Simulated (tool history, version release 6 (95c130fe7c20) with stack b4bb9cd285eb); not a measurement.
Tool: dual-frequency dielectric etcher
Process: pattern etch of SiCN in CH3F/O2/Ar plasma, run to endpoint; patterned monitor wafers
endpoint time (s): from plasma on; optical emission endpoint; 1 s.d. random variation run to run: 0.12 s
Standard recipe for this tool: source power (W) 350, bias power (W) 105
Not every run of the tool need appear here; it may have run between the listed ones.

run   hour  source power (W)  bias power (W)  wafers since the last listed run  hours since the last wet clean  hours since the last source power generator calibration  hours since the last bias power generator calibration  hours since the last upper electrode change  incoming incoming film thickness, nm  endpoint time (s)
  1    0.0               350             105                                 0                           244.6                                                   2947.7                                                 3754.7                                       2455.0                                 10.22               23.2
  2    6.0               350              93                                69                           250.6                                                   2953.7                                                 3760.7                                       2461.0                                 10.23               24.1
  3   19.2               350              93                               153                           263.8                                                   2966.9                                                 3773.9                                       2474.2                                 10.27               24.2
  4   27.3               400             105                                94                           271.9                                                   2975.0                                                 3782.0                                       2482.3                                 10.30               21.7
  5   40.0               350             105                               147                           284.6                                                   2987.7                                                 3794.7                                       2495.0                                 10.40               23.6
  6   57.6               350             105                               204                           302.2                                                   3005.3                                                 3812.3                                       2512.6                                 10.20               23.1
  7   66.1               350             105                                98                           310.7                                                   3013.8                                                 3820.8                                       2521.1                                 10.26               23.0
     103.3  -- upper electrode replaced
  8  103.8               350             105                               159                           348.4                                                   3051.5                                                 3858.5                                          0.5                                 10.37               23.3
  9  104.2               350             105                                 4                           348.8                                                   3051.9                                                 3858.9                                          0.9                                 10.37               23.3
     139.1  -- source power generator calibrated
 10  139.6               370              84                               364                           384.2                                                      0.5                                                 3894.3                                         36.3                                 10.52               24.9
 11  149.3               370              84                               112                           393.9                                                     10.2                                                 3904.0                                         46.0                                 10.24               24.1
 12  163.9               320              80                               169                           408.5                                                     24.8                                                 3918.6                                         60.6                                 10.23               26.6
     216.3  -- wet clean of the chamber
 13  216.8               350              96                               335                             0.5                                                     77.7                                                 3971.5                                        113.5                                 10.25               24.6
     226.8  -- bias power generator calibrated
 14  227.3               290              90                                75                            11.0                                                     88.2                                                    0.5                                        124.0                                 10.30               28.5
 15  233.9               350             105                                76                            17.6                                                     94.8                                                    7.1                                        130.6                                 10.18               23.5
 16  247.9               330             105                               162                            31.6                                                    108.8                                                   21.1                                        144.6                                 10.30               24.9
 17  260.8               410             116                               149                            44.5                                                    121.7                                                   34.0                                        157.5                                 10.35               21.4
 18  266.9               310              83                                70                            50.6                                                    127.8                                                   40.1                                        163.6                                 10.42               28.2
 19  279.1               430             127                               141                            62.8                                                    140.0                                                   52.3                                        175.8                                 10.36               19.9
 20  288.4               370              96                               107                            72.1                                                    149.3                                                   61.6                                        185.1                                 10.40               24.2
 21  304.6               350             105                               188                            88.3                                                    165.5                                                   77.8                                        201.3                                 10.27               23.8
 22  322.3               350              89                               205                           106.0                                                    183.2                                                   95.5                                        219.0                                 10.20               25.0

Below are 3 alternative next runs, each starting from the tool's condition after run 22. Predict each:
  A  322.7               350             105                                 4                           106.4                                                    183.6                                                   95.9                                        219.4                                 10.29                  ?
  B  322.7               350              86                                 4                           106.4                                                    183.6                                                   95.9                                        219.4                                 10.29                  ?
  C  322.7               300             126                                 4                           106.4                                                    183.6                                                   95.9                                        219.4                                 10.29                  ?

run  endpoint time (s)
  A               23.5
  B               25.3
  C               24.1
The same runs, with their run-to-run variation unchanged, on a tool lacking any hidden condition would have given:
run  endpoint time (s)
  A               23.8
  B               25.6
  C               24.4
